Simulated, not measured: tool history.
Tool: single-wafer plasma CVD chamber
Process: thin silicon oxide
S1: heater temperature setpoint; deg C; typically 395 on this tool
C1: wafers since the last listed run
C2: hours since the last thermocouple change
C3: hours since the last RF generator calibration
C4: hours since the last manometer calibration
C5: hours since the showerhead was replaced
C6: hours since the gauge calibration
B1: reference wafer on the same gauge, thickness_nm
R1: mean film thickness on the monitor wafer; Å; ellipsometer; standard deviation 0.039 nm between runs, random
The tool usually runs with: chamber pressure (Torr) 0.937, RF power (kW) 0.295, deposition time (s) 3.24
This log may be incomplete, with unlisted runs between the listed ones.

run 1 hour=0.0 | S1=395 chamber_pressure_(Torr)=0.937 RF_power_(kW)=0.295 deposition_time_(s)=3.24 | C1=0 C2=1587.2 C3=789.7 C4=183.3 C5=4525.9 C6=847.9 | B1=5.539 | R1=65.48
-- hour=37.7 gauge calibrated
run 2 hour=86.2 | S1=395 chamber_pressure_(Torr)=0.937 RF_power_(kW)=0.295 deposition_time_(s)=3.24 | C1=3844 C2=1673.4 C3=875.9 C4=269.5 C5=4612.1 C6=48.5 | B1=5.546 | R1=64.95
run 3 hour=122.9 | S1=395 chamber_pressure_(Torr)=0.937 RF_power_(kW)=0.295 deposition_time_(s)=2.77 | C1=1636 C2=1710.1 C3=912.6 C4=306.2 C5=4648.8 C6=85.2 | B1=5.533 | R1=55.15
run 4 hour=211.4 | S1=388 chamber_pressure_(Torr)=1.038 RF_power_(kW)=0.295 deposition_time_(s)=3.24 | C1=3947 C2=1798.6 C3=1001.1 C4=394.7 C5=4737.3 C6=173.7 | B1=5.536 | R1=69.16
run 5 hour=256.9 | S1=395 chamber_pressure_(Torr)=0.937 RF_power_(kW)=0.295 deposition_time_(s)=3.24 | C1=2029 C2=1844.1 C3=1046.6 C4=440.2 C5=4782.8 C6=219.2 | B1=5.536 | R1=64.45
run 6 hour=347.5 | S1=395 chamber_pressure_(Torr)=0.937 RF_power_(kW)=0.295 deposition_time_(s)=3.24 | C1=4040 C2=1934.7 C3=1137.2 C4=530.8 C5=4873.4 C6=309.8 | B1=5.530 | R1=64.68
run 7 hour=392.0 | S1=395 chamber_pressure_(Torr)=0.937 RF_power_(kW)=0.295 deposition_time_(s)=3.24 | C1=1984 C2=1979.2 C3=1181.7 C4=575.3 C5=4917.9 C6=354.3 | B1=5.537 | R1=64.40
run 8 hour=473.9 | S1=395 chamber_pressure_(Torr)=0.937 RF_power_(kW)=0.295 deposition_time_(s)=3.24 | C1=3652 C2=2061.1 C3=1263.6 C4=657.2 C5=4999.8 C6=436.2 | B1=5.535 | R1=63.22
run 9 hour=566.2 | S1=395 chamber_pressure_(Torr)=0.937 RF_power_(kW)=0.295 deposition_time_(s)=3.24 | C1=4116 C2=2153.4 C3=1355.9 C4=749.5 C5=5092.1 C6=528.5 | B1=5.517 | R1=63.08
run 10 hour=635.4 | S1=395 chamber_pressure_(Torr)=0.937 RF_power_(kW)=0.295 deposition_time_(s)=3.24 | C1=3086 C2=2222.6 C3=1425.1 C4=818.7 C5=5161.3 C6=597.7 | B1=5.540 | R1=62.93
run 11 hour=698.9 | S1=395 chamber_pressure_(Torr)=0.937 RF_power_(kW)=0.280 deposition_time_(s)=3.45 | C1=2832 C2=2286.1 C3=1488.6 C4=882.2 C5=5224.8 C6=661.2 | B1=5.540 | R1=65.50
run 12 hour=751.9 | S1=395 chamber_pressure_(Torr)=0.937 RF_power_(kW)=0.295 deposition_time_(s)=3.62 | C1=2363 C2=2339.1 C3=1541.6 C4=935.2 C5=5277.8 C6=714.2 | B1=5.530 | R1=70.24
-- hour=798.5 RF generator calibrated
run 13 hour=827.9 | S1=395 chamber_pressure_(Torr)=0.937 RF_power_(kW)=0.295 deposition_time_(s)=3.62 | C1=3032 C2=2415.1 C3=29.4 C4=1011.2 C5=5353.8 C6=790.2 | B1=5.525 | R1=71.07
-- hour=875.7 thermocouple changed; heater temperature recalibrated
run 14 hour=909.8 | S1=406 chamber_pressure_(Torr)=0.937 RF_power_(kW)=0.255 deposition_time_(s)=3.24 | C1=3295 C2=34.1 C3=111.3 C4=1093.1 C5=5435.7 C6=872.1 | B1=5.537 | R1=59.26
-- hour=961.6 gauge calibrated
-- hour=982.3 capacitance manometer re-zeroed and calibrated
run 15 hour=1010.8 | S1=409 chamber_pressure_(Torr)=1.166 RF_power_(kW)=0.320 deposition_time_(s)=3.66 | C1=4147 C2=135.1 C3=212.3 C4=28.5 C5=5536.7 C6=49.2 | B1=5.533 | R1=86.08
run 16 hour=1057.4 | S1=388 chamber_pressure_(Torr)=1.038 RF_power_(kW)=0.295 deposition_time_(s)=3.24 | C1=2078 C2=181.7 C3=258.9 C4=75.1 C5=5583.3 C6=95.8 | B1=5.535 | R1=70.37
-- hour=1105.2 showerhead replaced
run 17 hour=1137.8 | S1=395 chamber_pressure_(Torr)=0.937 RF_power_(kW)=0.295 deposition_time_(s)=3.24 | C1=3229 C2=262.1 C3=339.3 C4=155.5 C5=32.6 C6=176.2 | B1=5.537 | R1=65.05
run 18 hour=1227.8 | S1=395 chamber_pressure_(Torr)=0.937 RF_power_(kW)=0.295 deposition_time_(s)=3.24 | C1=4014 C2=352.1 C3=429.3 C4=245.5 C5=122.6 C6=266.2 | B1=5.529 | R1=65.18
run 19 hour=1318.7 | S1=395 chamber_pressure_(Torr)=0.937 RF_power_(kW)=0.295 deposition_time_(s)=3.24 | C1=4054 C2=443.0 C3=520.2 C4=336.4 C5=213.5 C6=357.1 | B1=5.541 | R1=65.45
run 20 hour=1417.7 | S1=395 chamber_pressure_(Torr)=1.156 RF_power_(kW)=0.330 deposition_time_(s)=3.24 | C1=4415 C2=542.0 C3=619.2 C4=435.4 C5=312.5 C6=456.1 | B1=5.522 | R1=76.89
run 21 hour=1465.4 | S1=395 chamber_pressure_(Torr)=0.937 RF_power_(kW)=0.315 deposition_time_(s)=3.24 | C1=2127 C2=589.7 C3=666.9 C4=483.1 C5=360.2 C6=503.8 | B1=5.520 | R1=67.07
run 22 hour=1548.6 | S1=382 chamber_pressure_(Torr)=0.835 RF_power_(kW)=0.275 deposition_time_(s)=2.60 | C1=3710 C2=672.9 C3=750.1 C4=566.3 C5=443.4 C6=587.0 | B1=5.524 | R1=47.10
run 23 hour=1587.9 | S1=391 chamber_pressure_(Torr)=0.937 RF_power_(kW)=0.295 deposition_time_(s)=3.24 | C1=1752 C2=712.2 C3=789.4 C4=605.6 C5=482.7 C6=626.3 | B1=5.528 | R1=64.60
run 24 hour=1624.2 | S1=400 chamber_pressure_(Torr)=0.937 RF_power_(kW)=0.295 deposition_time_(s)=3.24 | C1=1619 C2=748.5 C3=825.7 C4=641.9 C5=519.0 C6=662.6 | B1=5.528 | R1=63.69
run 25 hour=1703.0 | S1=395 chamber_pressure_(Torr)=1.058 RF_power_(kW)=0.295 deposition_time_(s)=3.49 | C1=3514 C2=827.3 C3=904.5 C4=720.7 C5=597.8 C6=741.4 | B1=5.535 | R1=74.20
run 26 hour=1784.3 | S1=395 chamber_pressure_(Torr)=0.937 RF_power_(kW)=0.240 deposition_time_(s)=3.24 | C1=3626 C2=908.6 C3=985.8 C4=802.0 C5=679.1 C6=822.7 | B1=5.528 | R1=58.02

Each row is a separate what-if for the run after 26, all from the same tool condition, not one after another. Results?
run A hour=1784.7 | S1=395 chamber_pressure_(Torr)=0.875 RF_power_(kW)=0.295 deposition_time_(s)=3.24 | C1=17 C2=909.0 C3=986.2 C4=802.4 C5=679.5 C6=823.1 | B1=? | R1=?
run B hour=1784.7 | S1=395 chamber_pressure_(Torr)=1.019 RF_power_(kW)=0.295 deposition_time_(s)=3.24 | C1=17 C2=909.0 C3=986.2 C4=802.4 C5=679.5 C6=823.1 | B1=? | R1=?
run C hour=1784.7 | S1=383 chamber_pressure_(Torr)=0.726 RF_power_(kW)=0.295 deposition_time_(s)=3.03 | C1=17 C2=909.0 C3=986.2 C4=802.4 C5=679.5 C6=823.1 | B1=? | R1=?

run=A B1=5.536 R1=60.36
run=B B1=5.536 R1=66.95
run=C B1=5.536 R1=49.70
With no hidden state in the tool, these same runs would have given:
run=A R1=62.69
run=B R1=69.28
run=C R1=51.73
